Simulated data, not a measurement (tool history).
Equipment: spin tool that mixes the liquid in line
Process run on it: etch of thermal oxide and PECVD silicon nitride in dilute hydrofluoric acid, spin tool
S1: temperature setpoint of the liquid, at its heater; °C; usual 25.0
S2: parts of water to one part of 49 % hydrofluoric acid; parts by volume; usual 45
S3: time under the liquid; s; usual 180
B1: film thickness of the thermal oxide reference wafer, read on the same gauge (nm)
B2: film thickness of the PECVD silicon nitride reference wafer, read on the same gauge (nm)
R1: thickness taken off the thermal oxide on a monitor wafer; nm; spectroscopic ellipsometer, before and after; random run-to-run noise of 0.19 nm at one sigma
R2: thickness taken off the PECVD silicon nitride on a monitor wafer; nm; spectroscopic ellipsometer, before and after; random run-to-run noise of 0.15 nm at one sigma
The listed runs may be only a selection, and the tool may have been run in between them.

{"run": 1, "hour": 0.0, "S1": 25.0, "S2": 45, "S3": 180, "B1": 90.05, "B2": 49.99, "R1": 19.51, "R2": 16.57}
{"run": 2, "hour": 14.7, "S1": 25.0, "S2": 45, "S3": 180, "B1": 89.99, "B2": 49.99, "R1": 19.38, "R2": 16.43}
{"run": 3, "hour": 65.2, "S1": 25.0, "S2": 45, "S3": 180, "B1": 89.98, "B2": 50.0, "R1": 19.31, "R2": 16.4}
{"run": 4, "hour": 86.4, "S1": 23.0, "S2": 45, "S3": 180, "B1": 89.98, "B2": 49.98, "R1": 17.64, "R2": 14.46}
{"run": 5, "hour": 111.1, "S1": 23.0, "S2": 45, "S3": 180, "B1": 90.01, "B2": 50.0, "R1": 17.74, "R2": 14.37}
{"run": 6, "hour": 128.3, "S1": 23.0, "S2": 45, "S3": 180, "B1": 90.04, "B2": 49.99, "R1": 17.69, "R2": 14.09}
{"run": 7, "hour": 148.5, "S1": 25.0, "S2": 45, "S3": 180, "B1": 90.01, "B2": 50.02, "R1": 19.18, "R2": 16.24}
{"run": 8, "hour": 182.5, "S1": 25.0, "S2": 45, "S3": 180, "B1": 89.98, "B2": 49.98, "R1": 18.94, "R2": 16.45}
{"hour": 184.6, "done": "hydrofluoric acid flow meter replaced"}
{"run": 9, "hour": 199.6, "S1": 25.0, "S2": 45, "S3": 180, "B1": 89.99, "B2": 50.02, "R1": 21.66, "R2": 18.09}
{"run": 10, "hour": 227.4, "S1": 25.0, "S2": 45, "S3": 180, "B1": 89.97, "B2": 49.98, "R1": 20.95, "R2": 18.12}
{"run": 11, "hour": 259.7, "S1": 21.0, "S2": 50, "S3": 180, "B1": 90.0, "B2": 50.03, "R1": 16.3, "R2": 12.47}
{"run": 12, "hour": 285.4, "S1": 27.0, "S2": 45, "S3": 285, "B1": 90.0, "B2": 49.98, "R1": 36.75, "R2": 32.67}
{"run": 13, "hour": 300.5, "S1": 27.0, "S2": 45, "S3": 180, "B1": 90.0, "B2": 49.97, "R1": 23.08, "R2": 20.53}
{"run": 14, "hour": 322.5, "S1": 21.0, "S2": 55, "S3": 250, "B1": 90.03, "B2": 49.97, "R1": 20.13, "R2": 15.68}
{"hour": 324.2, "done": "thermometer replaced"}
{"run": 15, "hour": 357.3, "S1": 26.5, "S2": 45, "S3": 180, "B1": 90.0, "B2": 50.01, "R1": 22.48, "R2": 19.64}
{"run": 16, "hour": 374.0, "S1": 25.0, "S2": 45, "S3": 180, "B1": 89.99, "B2": 50.03, "R1": 21.29, "R2": 17.83}
{"run": 17, "hour": 392.8, "S1": 25.0, "S2": 45, "S3": 180, "B1": 90.0, "B2": 50.03, "R1": 21.04, "R2": 17.99}
{"run": 18, "hour": 406.6, "S1": 27.0, "S2": 45, "S3": 180, "B1": 90.02, "B2": 49.97, "R1": 23.18, "R2": 20.29}
{"hour": 413.4, "done": "gauge calibrated"}
{"run": 19, "hour": 430.5, "S1": 25.0, "S2": 45, "S3": 95, "B1": 89.98, "B2": 50.01, "R1": 11.17, "R2": 9.37}
{"run": 20, "hour": 449.1, "S1": 25.0, "S2": 45, "S3": 180, "B1": 90.03, "B2": 49.99, "R1": 20.91, "R2": 18.09}
{"run": 21, "hour": 469.0, "S1": 20.0, "S2": 55, "S3": 180, "B1": 89.95, "B2": 49.97, "R1": 13.9, "R2": 10.38}
{"run": 22, "hour": 489.6, "S1": 25.0, "S2": 40, "S3": 180, "B1": 90.0, "B2": 49.99, "R1": 24.06, "R2": 19.84}
{"run": 23, "hour": 501.9, "S1": 20.5, "S2": 55, "S3": 180, "B1": 89.99, "B2": 50.0, "R1": 13.93, "R2": 10.71}
{"run": 24, "hour": 514.7, "S1": 25.0, "S2": 35, "S3": 180, "B1": 89.97, "B2": 50.0, "R1": 27.02, "R2": 22.74}
{"run": 25, "hour": 558.2, "S1": 25.0, "S2": 45, "S3": 180, "B1": 89.96, "B2": 50.03, "R1": 20.57, "R2": 17.6}

Here are 5 independent what-if runs from the current tool condition. What would each one return?
{"run": "A", "hour": 558.7, "S1": 25.0, "S2": 45, "S3": 180, "B1": "?", "B2": "?", "R1": "?", "R2": "?"}
{"run": "B", "hour": 558.7, "S1": 25.0, "S2": 60, "S3": 180, "B1": "?", "B2": "?", "R1": "?", "R2": "?"}
{"run": "C", "hour": 558.7, "S1": 25.0, "S2": 45, "S3": 260, "B1": "?", "B2": "?", "R1": "?", "R2": "?"}
{"run": "D", "hour": 558.7, "S1": 22.0, "S2": 45, "S3": 280, "B1": "?", "B2": "?", "R1": "?", "R2": "?"}
{"run": "E", "hour": 558.7, "S1": 20.5, "S2": 25, "S3": 265, "B1": "?", "B2": "?", "R1": "?", "R2": "?"}

run=A B1=89.99 B2=50.01 R1=20.87 R2=17.60
run=B B1=89.99 B2=50.01 R1=15.33 R2=13.27
run=C B1=89.99 B2=50.01 R1=30.15 R2=25.42
run=D B1=89.99 B2=50.01 R1=28.68 R2=22.34
run=E B1=89.99 B2=50.01 R1=47.05 R2=33.64
Without the tool's hidden state the same runs would have given:
run=A R1=21.91 R2=18.40
run=B R1=16.10 R2=13.87
run=C R1=31.64 R2=26.57
run=D R1=30.09 R2=23.35
run=E R1=49.31 R2=35.14
